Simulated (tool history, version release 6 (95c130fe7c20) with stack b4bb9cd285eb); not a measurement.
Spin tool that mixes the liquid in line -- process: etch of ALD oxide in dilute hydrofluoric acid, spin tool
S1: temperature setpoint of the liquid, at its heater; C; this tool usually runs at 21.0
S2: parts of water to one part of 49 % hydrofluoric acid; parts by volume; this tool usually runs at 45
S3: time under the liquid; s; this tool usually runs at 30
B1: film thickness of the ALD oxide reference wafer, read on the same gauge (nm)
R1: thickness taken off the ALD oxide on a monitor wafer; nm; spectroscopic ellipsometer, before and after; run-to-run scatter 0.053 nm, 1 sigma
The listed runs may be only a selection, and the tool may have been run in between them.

| run | hour | S1 | S2 | S3 | B1 | R1 |
|---|---|---|---|---|---|---|
| 1 | 0.0 | 21.0 | 45 | 30 | 149.99 | 10.64 |
| 2 | 33.0 | 21.0 | 45 | 30 | 150.07 | 10.78 |
| 3 | 60.2 | 21.0 | 45 | 30 | 149.95 | 10.64 |
| 4 | 91.7 | 18.5 | 45 | 30 | 150.00 | 9.67 |
| 5 | 119.6 | 18.5 | 45 | 30 | 150.02 | 9.63 |
| 6 | 147.1 | 18.5 | 45 | 30 | 149.99 | 9.56 |
| 7 | 175.6 | 21.0 | 45 | 30 | 150.01 | 10.63 |
|  | 186.2 | thermometer replaced |
|  | 198.7 | hydrofluoric acid flow meter replaced |
| 8 | 210.4 | 21.0 | 45 | 25 | 150.01 | 8.64 |
|  | 222.1 | gauge calibrated |
| 9 | 244.7 | 21.0 | 45 | 25 | 150.01 | 8.75 |
| 10 | 272.0 | 23.0 | 45 | 30 | 149.97 | 11.35 |
| 11 | 287.7 | 21.0 | 45 | 30 | 149.98 | 10.48 |
| 12 | 345.2 | 23.0 | 45 | 15 | 150.03 | 5.61 |
| 13 | 371.8 | 21.0 | 45 | 30 | 149.99 | 10.45 |
| 14 | 384.0 | 22.5 | 45 | 30 | 150.00 | 11.07 |
| 15 | 417.3 | 21.0 | 40 | 20 | 149.95 | 7.77 |
| 16 | 443.1 | 21.0 | 55 | 15 | 150.04 | 4.20 |
| 17 | 457.3 | 21.0 | 45 | 30 | 149.99 | 10.36 |
| 18 | 488.8 | 21.0 | 45 | 50 | 150.02 | 17.24 |
| 19 | 503.0 | 18.0 | 30 | 45 | 150.02 | 20.93 |

The next listed run, before its measurement:
| 20 | 537.2 | 23.0 | 50 | 50 | ? | ? |

{"run 20": {"B1": 150.01, "R1": 16.76}}
With the hidden condition absent and the run-to-run variation left alone, this run would have shown R1 16.86 nm.
